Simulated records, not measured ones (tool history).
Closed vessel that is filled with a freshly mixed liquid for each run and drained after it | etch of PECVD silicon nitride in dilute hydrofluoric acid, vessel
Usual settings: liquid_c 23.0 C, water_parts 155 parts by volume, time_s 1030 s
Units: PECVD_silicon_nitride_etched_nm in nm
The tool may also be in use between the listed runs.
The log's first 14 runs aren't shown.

run,hour,liquid_c,water_parts,time_s,"read-back film thickness of the PECVD silicon nitride reference wafer, read on the same gauge (nm)",PECVD_silicon_nitride_etched_nm
15,311.0,23.0,105,1580,50.03,35.77
16,341.0,27.5,210,640,49.98,9.64
17,365.7,23.0,155,1030,49.95,15.99
18,389.7,23.0,210,1195,50.01,13.67
19,413.0,21.0,155,1350,49.96,18.12
20,443.1,19.5,190,1030,49.94,10.26
21,463.2,27.0,155,1030,49.97,20.29
22,478.9,23.0,200,1225,50.01,14.78
23,491.9,25.0,185,710,50.04,10.42
24,509.1,21.0,120,1435,50.00,25.01
# hour 513.9: hydrofluoric acid flow meter replaced
25,614.3,23.0,155,1030,49.99,16.49
26,631.1,24.5,130,1470,50.05,31.06
27,653.9,23.0,155,1210,50.00,19.57
28,680.0,19.5,155,1030,50.01,13.23
29,712.5,24.5,155,875,50.02,15.62
30,743.5,23.0,155,1030,50.01,16.33
31,848.5,19.0,125,780,49.96,11.75

5 ways to go on from here, each from the tool as it stands after run 31. What would each give?
A,849.4,23.0,155,1030,?,?
B,849.4,20.0,155,515,?,?
C,849.4,27.5,195,480,?,?
D,849.4,23.0,130,725,?,?
E,849.4,27.0,215,1310,?,?

run,"read-back film thickness of the PECVD silicon nitride reference wafer, read on the same gauge (nm)",PECVD_silicon_nitride_etched_nm
A,49.98,16.43
B,49.98,6.75
C,49.98,8.09
D,49.98,13.76
E,49.98,19.42
Without the tool's hidden state the same runs would have given:
run,PECVD_silicon_nitride_etched_nm
A,16.68
B,6.85
C,8.22
D,13.96
E,19.72
